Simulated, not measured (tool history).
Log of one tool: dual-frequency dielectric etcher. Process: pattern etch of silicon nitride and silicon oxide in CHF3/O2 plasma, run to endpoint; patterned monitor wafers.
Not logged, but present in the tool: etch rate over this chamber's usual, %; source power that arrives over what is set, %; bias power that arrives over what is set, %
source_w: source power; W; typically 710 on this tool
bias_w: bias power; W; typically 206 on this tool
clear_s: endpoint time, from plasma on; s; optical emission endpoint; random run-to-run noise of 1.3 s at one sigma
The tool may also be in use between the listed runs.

run	day	source_w	bias_w	wafers since the last listed run	hours since the last wet clean	hours since the last source power generator calibration	hours since the last bias power generator calibration	hours since the last upper electrode change	incoming incoming film thickness, nm	clear_s
1	0	750	206	0	163.5	4018.2	2625.9	6046.1	295.7	172.6
2	0.692	750	206	136	180.1	4034.8	2642.5	6062.7	297.7	174.4
3	1.571	710	206	172	201.2	4055.9	2663.6	6083.8	300.6	179.9
4	2.675	710	206	217	227.7	4082.4	2690.1	6110.3	298	178.1
5	3.825	710	206	226	255.3	4110	2717.7	6137.9	299.6	178.6
6	7.646	710	206	751	347	4201.7	2809.4	6229.6	295.5	174.8
7	8.212	710	184	111	360.6	4215.3	2823	6243.2	297.1	181.5
# day 9.221: source power generator calibrated
8	9.242	710	184	169	385.3	0.5	2847.7	6267.9	297.8	181.2
9	10.379	710	206	223	412.6	27.8	2875	6295.2	298.4	176
10	11.608	710	206	241	442.1	57.3	2904.5	6324.7	298	175.2
11	12.142	710	206	104	454.9	70.1	2917.3	6337.5	298	173.7
12	13.229	630	167	213	481	96.2	2943.4	6363.6	299.1	193.7
13	14.712	710	206	291	516.6	131.8	2979	6399.2	295.2	172.9
# day 16.333: wet clean of the chamber
# day 16.571: upper electrode replaced
14	16.592	860	184	126	6.2	176.9	3024.1	0.5	298.4	175
15	17.079	710	166	95	17.9	188.6	3035.8	12.2	295.9	190.6
16	18.446	710	184	268	50.7	221.4	3068.6	45	296.8	185.1
17	19.879	880	206	281	85.1	255.8	3103	79.4	296.9	164
18	20.475	710	206	117	99.4	270.1	3117.3	93.7	298.7	176.4
19	21.133	560	240	129	115.2	285.9	3133.1	109.5	300.1	188.3
20	22.2	880	184	209	140.8	311.5	3158.7	135.1	301.3	173.8
21	26.038	530	176	754	232.9	403.6	3250.8	227.2	297.5	206
# day 26.908: bias power generator calibrated
22	27.088	710	230	173	258.1	428.8	4.3	252.4	298.6	168.9
23	27.621	710	206	104	270.9	441.6	17.1	265.2	297.5	178.5
24	28.208	640	252	115	285	455.7	31.2	279.3	298.1	169.6
25	31.388	810	206	625	361.3	532	107.5	355.6	298.4	167.6
26	32.612	560	192	240	390.7	561.4	136.9	385	297.6	193.4
27	33.967	630	243	266	423.2	593.9	169.4	417.5	299.6	171.2
28	34.683	710	173	140	440.4	611.1	186.6	434.7	295.9	181.4
29	38.2	710	165	691	524.8	695.5	271	519.1	300.7	185.9
30	38.979	530	163	153	543.5	714.2	289.7	537.8	296.3	205.1
31	39.779	710	206	157	562.7	733.4	308.9	557	300.5	173.3
32	40.483	570	235	138	579.6	750.3	325.8	573.9	297.2	179.4
# day 41.679: wet clean of the chamber
33	41.833	710	206	68	3.7	782.7	358.2	606.3	297.7	179.9
34	42.471	710	206	125	19	798	373.5	621.6	299.5	181.8

5 ways to go on from here, each from the tool as it stands after run 34. What would each give?
A	42.492	710	179	4	19.5	798.5	374	622.1	296.6	?
B	42.492	570	171	4	19.5	798.5	374	622.1	296.6	?
C	42.492	560	160	4	19.5	798.5	374	622.1	296.6	?
D	42.492	540	165	4	19.5	798.5	374	622.1	296.6	?
E	42.492	810	163	4	19.5	798.5	374	622.1	296.6	?

run	clear_s
A	186.3
B	204.3
C	209.7
D	210.5
E	182.6
Without the tool's unlogged condition, the same runs would have read:
run	clear_s
A	186.3
B	204.3
C	209.7
D	210.5
E	182.6
